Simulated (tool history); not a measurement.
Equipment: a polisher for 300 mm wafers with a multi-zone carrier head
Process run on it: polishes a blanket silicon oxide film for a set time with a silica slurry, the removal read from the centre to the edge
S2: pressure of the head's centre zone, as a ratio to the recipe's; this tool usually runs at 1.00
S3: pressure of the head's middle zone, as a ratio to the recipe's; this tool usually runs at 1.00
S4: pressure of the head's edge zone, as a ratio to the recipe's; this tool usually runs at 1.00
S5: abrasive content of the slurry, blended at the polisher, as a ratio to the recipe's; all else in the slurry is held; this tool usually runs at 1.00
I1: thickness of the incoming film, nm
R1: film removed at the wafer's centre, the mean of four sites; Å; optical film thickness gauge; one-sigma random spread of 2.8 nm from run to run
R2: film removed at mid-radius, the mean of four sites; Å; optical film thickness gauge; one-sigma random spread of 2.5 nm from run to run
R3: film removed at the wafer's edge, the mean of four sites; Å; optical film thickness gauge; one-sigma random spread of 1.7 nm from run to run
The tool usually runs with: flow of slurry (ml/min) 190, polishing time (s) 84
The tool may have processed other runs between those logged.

run 1 day=0.000 | flow_of_slurry_(ml/min)=190 S2=1.00 S3=0.97 S4=1.00 S5=0.85 polishing_time_(s)=84 | I1=1252.4 | R1=1737 R2=1673 R3=1727
-- day=2.504 edge zone pressure recalibrated
run 2 day=2.638 | flow_of_slurry_(ml/min)=190 S2=1.00 S3=0.97 S4=1.00 S5=0.85 polishing_time_(s)=84 | I1=1268.1 | R1=1649 R2=1653 R3=1688
-- day=3.996 worn pad replaced by a new one
run 3 day=4.504 | flow_of_slurry_(ml/min)=190 S2=1.00 S3=1.00 S4=1.00 S5=1.15 polishing_time_(s)=84 | I1=1260.1 | R1=2106 R2=2130 R3=2145
-- day=7.042 centre zone pressure recalibrated
run 4 day=7.246 | flow_of_slurry_(ml/min)=190 S2=1.00 S3=1.00 S4=1.00 S5=1.15 polishing_time_(s)=84 | I1=1231.3 | R1=2043 R2=2077 R3=2136
run 5 day=8.750 | flow_of_slurry_(ml/min)=190 S2=1.00 S3=1.00 S4=1.00 S5=1.00 polishing_time_(s)=84 | I1=1237.0 | R1=1864 R2=1890 R3=1932
-- day=10.046 slurry nozzle cleaned
run 6 day=11.646 | flow_of_slurry_(ml/min)=190 S2=1.00 S3=1.00 S4=1.00 S5=1.00 polishing_time_(s)=84 | I1=1239.3 | R1=2011 R2=2028 R3=2040
-- day=12.000 worn pad replaced by a new one
run 7 day=12.775 | flow_of_slurry_(ml/min)=190 S2=1.00 S3=1.00 S4=1.00 S5=1.00 polishing_time_(s)=84 | I1=1264.9 | R1=2025 R2=2004 R3=2029
run 8 day=15.142 | flow_of_slurry_(ml/min)=190 S2=1.00 S3=1.00 S4=1.00 S5=1.00 polishing_time_(s)=84 | I1=1255.9 | R1=2012 R2=2037 R3=2041
run 9 day=16.383 | flow_of_slurry_(ml/min)=190 S2=1.00 S3=1.00 S4=1.00 S5=1.00 polishing_time_(s)=84 | I1=1250.0 | R1=2002 R2=2043 R3=2029
run 10 day=18.971 | flow_of_slurry_(ml/min)=190 S2=1.03 S3=1.07 S4=0.92 S5=1.00 polishing_time_(s)=84 | I1=1277.0 | R1=2078 R2=2115 R3=1912
-- day=19.471 worn pad replaced by a new one
-- day=19.904 centre zone pressure recalibrated
run 11 day=21.375 | flow_of_slurry_(ml/min)=190 S2=1.00 S3=1.00 S4=1.00 S5=0.80 polishing_time_(s)=84 | I1=1250.6 | R1=1602 R2=1602 R3=1629
-- day=21.967 edge zone pressure recalibrated
run 12 day=22.654 | flow_of_slurry_(ml/min)=190 S2=1.10 S3=1.00 S4=1.00 S5=0.85 polishing_time_(s)=84 | I1=1253.5 | R1=1888 R2=1693 R3=1703
run 13 day=25.175 | flow_of_slurry_(ml/min)=190 S2=0.89 S3=1.08 S4=1.00 S5=1.00 polishing_time_(s)=70 | I1=1265.2 | R1=1452 R2=1725 R3=1642
-- day=25.817 carrier head's membrane replaced by a new one
-- day=26.017 worn pad replaced by a new one
run 14 day=28.017 | flow_of_slurry_(ml/min)=140 S2=0.93 S3=0.93 S4=1.00 S5=1.00 polishing_time_(s)=84 | I1=1259.7 | R1=1622 R2=1704 R3=1848
-- day=29.179 slurry nozzle cleaned
run 15 day=30.575 | flow_of_slurry_(ml/min)=190 S2=1.00 S3=1.00 S4=1.00 S5=1.00 polishing_time_(s)=84 | I1=1255.3 | R1=2013 R2=2027 R3=2030
-- day=32.567 centre zone pressure recalibrated
-- day=32.946 worn pad replaced by a new one
run 16 day=33.012 | flow_of_slurry_(ml/min)=190 S2=1.00 S3=1.07 S4=1.00 S5=1.00 polishing_time_(s)=84 | I1=1250.2 | R1=2001 R2=2124 R3=2037

Forecast each of these 3 alternatives for the next run:
run A day=33.033 | flow_of_slurry_(ml/min)=190 S2=1.00 S3=1.00 S4=1.00 S5=1.00 polishing_time_(s)=70 | I1=1245.6 | R1=? R2=? R3=?
run B day=33.033 | flow_of_slurry_(ml/min)=125 S2=1.04 S3=1.00 S4=1.11 S5=1.00 polishing_time_(s)=58 | I1=1245.6 | R1=? R2=? R3=?
run C day=33.033 | flow_of_slurry_(ml/min)=125 S2=1.11 S3=1.05 S4=1.00 S5=1.00 polishing_time_(s)=69 | I1=1245.6 | R1=? R2=? R3=?

run=A R1=1679 R2=1687 R3=1679
run=B R1=1322 R2=1290 R3=1383
run=C R1=1680 R2=1586 R3=1561
Stripped of hidden state, with their random variation kept, the same runs would have yielded:
run=A R1=1686 R2=1693 R3=1683
run=B R1=1330 R2=1296 R3=1388
run=C R1=1690 R2=1594 R3=1567
